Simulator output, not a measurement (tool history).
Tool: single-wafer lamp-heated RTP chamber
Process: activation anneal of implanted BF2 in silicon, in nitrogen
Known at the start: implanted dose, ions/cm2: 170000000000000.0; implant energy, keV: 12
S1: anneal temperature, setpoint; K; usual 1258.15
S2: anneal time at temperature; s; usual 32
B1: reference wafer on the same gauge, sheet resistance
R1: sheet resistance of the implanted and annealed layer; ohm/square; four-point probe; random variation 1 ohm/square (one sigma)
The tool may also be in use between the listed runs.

run   hour       S1  S2      B1      R1
  1    0.0  1258.15  41  686.73  684.21
  2   18.9  1258.15  41  686.72  685.41
  3   34.2  1258.15  41  686.73  685.86
  4   65.0  1270.15  32  686.45  685.44
  5   96.4  1258.15  32  686.94  688.18
  6  121.7  1258.15  32  686.96  688.69
  7  139.5  1258.15  32  686.95  686.35
  8  166.3  1258.15  32  686.67  686.10
  9  196.5  1258.15  21  686.90  691.49
     226.4  -- pyrometer window cleaned and pyrometer calibrated
 10  226.9  1258.15  21  687.41  696.18
 11  233.2  1258.15  32  687.25  690.30
 12  262.3  1258.15  32  687.62  690.80
 13  286.5  1228.15  45  686.93  704.20
 14  317.7  1258.15  32  687.29  688.96
 15  338.8  1237.15  49  686.93  691.68
 16  355.4  1273.15  46  687.17  674.35
     366.0  -- gauge calibrated
 17  375.2  1258.15  32  687.27  687.99
 18  387.5  1274.15  51  687.08  671.60
 19  417.0  1258.15  41  687.11  682.25
     434.4  -- reflector plate cleaned
 20  434.8  1266.15  44  686.77  678.73
 21  470.1  1247.15  16  687.10  699.51
 22  489.0  1258.15  32  686.66  686.49
     501.2  -- pyrometer window cleaned and pyrometer calibrated
 23  502.0  1258.15  32  687.15  689.76
 24  525.7  1272.15  22  687.25  690.33
 25  546.7  1272.15  19  687.14  692.74

Forecast each of these 4 alternatives for the next run:
  A  547.1  1280.15  32   ?   ?
  B  547.1  1245.15  42   ?   ?
  C  547.1  1278.15  32   ?   ?
  D  547.1  1246.15  24   ?   ?

run      B1      R1
  A  687.23  681.95
  B  687.23  692.42
  C  687.23  682.73
  D  687.23  698.90
Without the tool's hidden state the same runs would have given:
run      R1
  A  682.52
  B  693.34
  C  683.30
  D  699.67

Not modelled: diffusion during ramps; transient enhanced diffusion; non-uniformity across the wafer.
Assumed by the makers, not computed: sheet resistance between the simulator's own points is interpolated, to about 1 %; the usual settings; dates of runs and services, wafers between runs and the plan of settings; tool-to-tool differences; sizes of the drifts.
